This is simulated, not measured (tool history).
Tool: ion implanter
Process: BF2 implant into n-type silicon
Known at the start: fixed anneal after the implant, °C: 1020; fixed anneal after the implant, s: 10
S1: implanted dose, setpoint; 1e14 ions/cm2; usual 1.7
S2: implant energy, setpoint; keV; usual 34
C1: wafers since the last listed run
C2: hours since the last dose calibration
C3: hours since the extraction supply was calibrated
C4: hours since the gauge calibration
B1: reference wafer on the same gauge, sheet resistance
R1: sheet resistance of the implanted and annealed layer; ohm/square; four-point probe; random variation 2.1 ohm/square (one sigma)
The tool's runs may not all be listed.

run 1 hour=0 | S1=1.7 S2=29.5 | C1=0 C2=1375.6 C3=2359.4 C4=950.5 | B1=544.93 | R1=617.1
run 2 hour=22.2 | S1=1.7 S2=34 | C1=516 C2=1397.8 C3=2381.6 C4=972.7 | B1=544.48 | R1=610.34
run 3 hour=44.2 | S1=1.7 S2=34 | C1=511 C2=1419.8 C3=2403.6 C4=994.7 | B1=544.43 | R1=606.51
run 4 hour=67.9 | S1=1.7 S2=34 | C1=551 C2=1443.5 C3=2427.3 C4=1018.4 | B1=544.22 | R1=607.98
run 5 hour=93.3 | S1=1.7 S2=34 | C1=590 C2=1468.9 C3=2452.7 C4=1043.8 | B1=544.56 | R1=605.32
run 6 hour=123.1 | S1=1.7 S2=34 | C1=693 C2=1498.7 C3=2482.5 C4=1073.6 | B1=544.4 | R1=610.99
run 7 hour=141.9 | S1=1.7 S2=34 | C1=437 C2=1517.5 C3=2501.3 C4=1092.4 | B1=544.77 | R1=606.29
run 8 hour=175.9 | S1=1.7 S2=34 | C1=791 C2=1551.5 C3=2535.3 C4=1126.4 | B1=544.76 | R1=607.57
run 9 hour=208.3 | S1=1.7 S2=34 | C1=753 C2=1583.9 C3=2567.7 C4=1158.8 | B1=545.16 | R1=609.77
run 10 hour=227.1 | S1=1.7 S2=34 | C1=437 C2=1602.7 C3=2586.5 C4=1177.6 | B1=544.44 | R1=606.86
run 11 hour=254.5 | S1=1.7 S2=34 | C1=637 C2=1630.1 C3=2613.9 C4=1205 | B1=545.36 | R1=612.42
run 12 hour=273.7 | S1=1.7 S2=34 | C1=446 C2=1649.3 C3=2633.1 C4=1224.2 | B1=545.14 | R1=607.87
run 13 hour=289.9 | S1=1.7 S2=34 | C1=376 C2=1665.5 C3=2649.3 C4=1240.4 | B1=544.77 | R1=607.08
-- hour=301 extraction supply calibrated
run 14 hour=315.3 | S1=1.7 S2=34 | C1=404 C2=1690.9 C3=14.3 C4=1265.8 | B1=545.38 | R1=608.29
-- hour=345.5 gauge calibrated
run 15 hour=376.7 | S1=1.7 S2=34 | C1=1428 C2=1752.3 C3=75.7 C4=31.2 | B1=534.1 | R1=594.77
run 16 hour=401.5 | S1=1.88 S2=26 | C1=577 C2=1777.1 C3=100.5 C4=56 | B1=534.75 | R1=566.67
run 17 hour=442.4 | S1=1.23 S2=42 | C1=951 C2=1818 C3=141.4 C4=96.9 | B1=535.61 | R1=750.1
run 18 hour=528.8 | S1=1.7 S2=34 | C1=2010 C2=1904.4 C3=227.8 C4=183.3 | B1=537.05 | R1=600.45
run 19 hour=542.5 | S1=1.91 S2=34 | C1=318 C2=1918.1 C3=241.5 C4=197 | B1=537.2 | R1=551.22
run 20 hour=560.5 | S1=1.92 S2=27.5 | C1=418 C2=1936.1 C3=259.5 C4=215 | B1=538.15 | R1=556.46
run 21 hour=595.6 | S1=1.42 S2=45 | C1=816 C2=1971.2 C3=294.6 C4=250.1 | B1=538.61 | R1=672.4
run 22 hour=630.9 | S1=2.07 S2=24 | C1=821 C2=2006.5 C3=329.9 C4=285.4 | B1=539.27 | R1=533.17
run 23 hour=643.5 | S1=1.7 S2=34 | C1=293 C2=2019.1 C3=342.5 C4=298 | B1=539.41 | R1=602.35
run 24 hour=676.5 | S1=1.7 S2=37.5 | C1=767 C2=2052.1 C3=375.5 C4=331 | B1=539.87 | R1=591.81
-- hour=713 Faraday cup replaced and dose calibrated
run 25 hour=713.5 | S1=1.7 S2=34 | C1=674 C2=0.5 C3=412.5 C4=368 | B1=540.06 | R1=601.45
run 26 hour=729.9 | S1=1.54 S2=44.5 | C1=381 C2=16.9 C3=428.9 C4=384.4 | B1=539.58 | R1=629.53
run 27 hour=754.8 | S1=1.7 S2=34 | C1=579 C2=41.8 C3=453.8 C4=409.3 | B1=540.36 | R1=605.9
run 28 hour=784.8 | S1=2.13 S2=34 | C1=698 C2=71.8 C3=483.8 C4=439.3 | B1=541.33 | R1=501.24
run 29 hour=815.1 | S1=1.46 S2=34 | C1=704 C2=102.1 C3=514.1 C4=469.6 | B1=541.08 | R1=679.82
run 30 hour=830.7 | S1=1.7 S2=34 | C1=362 C2=117.7 C3=529.7 C4=485.2 | B1=541.04 | R1=603.06
run 31 hour=865.1 | S1=1.7 S2=39 | C1=800 C2=152.1 C3=564.1 C4=519.6 | B1=541.87 | R1=596.51
run 32 hour=887.9 | S1=1.44 S2=28 | C1=530 C2=174.9 C3=586.9 C4=542.4 | B1=541.7 | R1=705.6
run 33 hour=917.1 | S1=1.37 S2=30.5 | C1=679 C2=204.1 C3=616.1 C4=571.6 | B1=541.94 | R1=730.7
run 34 hour=940.6 | S1=2.13 S2=34 | C1=546 C2=227.6 C3=639.6 C4=595.1 | B1=541.51 | R1=506.63
run 35 hour=952.6 | S1=1.52 S2=22.5 | C1=279 C2=239.6 C3=651.6 C4=607.1 | B1=541.78 | R1=697.09
run 36 hour=985.8 | S1=1.7 S2=43 | C1=772 C2=272.8 C3=684.8 C4=640.3 | B1=542.36 | R1=590.54

Measured less the same run without the tool's hidden state. The same run-to-run variation is in both; the gauge's scatter may not be:
The hidden state here: deviation of the true dose from the Faraday cup's reading, %; deviation of the true energy from its setpoint, %; gauge reads high (%).
run=1 R1=+10.62
run=2 R1=+10.57
run=3 R1=+10.57
run=4 R1=+10.66
run=5 R1=+10.68
run=6 R1=+10.86
run=7 R1=+10.81
run=8 R1=+10.91
run=9 R1=+11.01
run=10 R1=+11
run=11 R1=+11.15
run=12 R1=+11.1
run=13 R1=+11.1
run=14 R1=+11.17
run=15 R1=-1.07
run=16 R1=-0.34
run=17 R1=+0.88
run=18 R1=+2.64
run=19 R1=+2.68
run=20 R1=+3.02
run=21 R1=+4.35
run=22 R1=+3.96
run=23 R1=+4.67
run=24 R1=+5.06
run=25 R1=+5.65
run=26 R1=+6.13
run=27 R1=+6.19
run=28 R1=+5.41
run=29 R1=+7.68
run=30 R1=+6.97
run=31 R1=+7.21
run=32 R1=+8.76
run=33 R1=+9.36
run=34 R1=+6.64
run=35 R1=+9.24
run=36 R1=+8.06
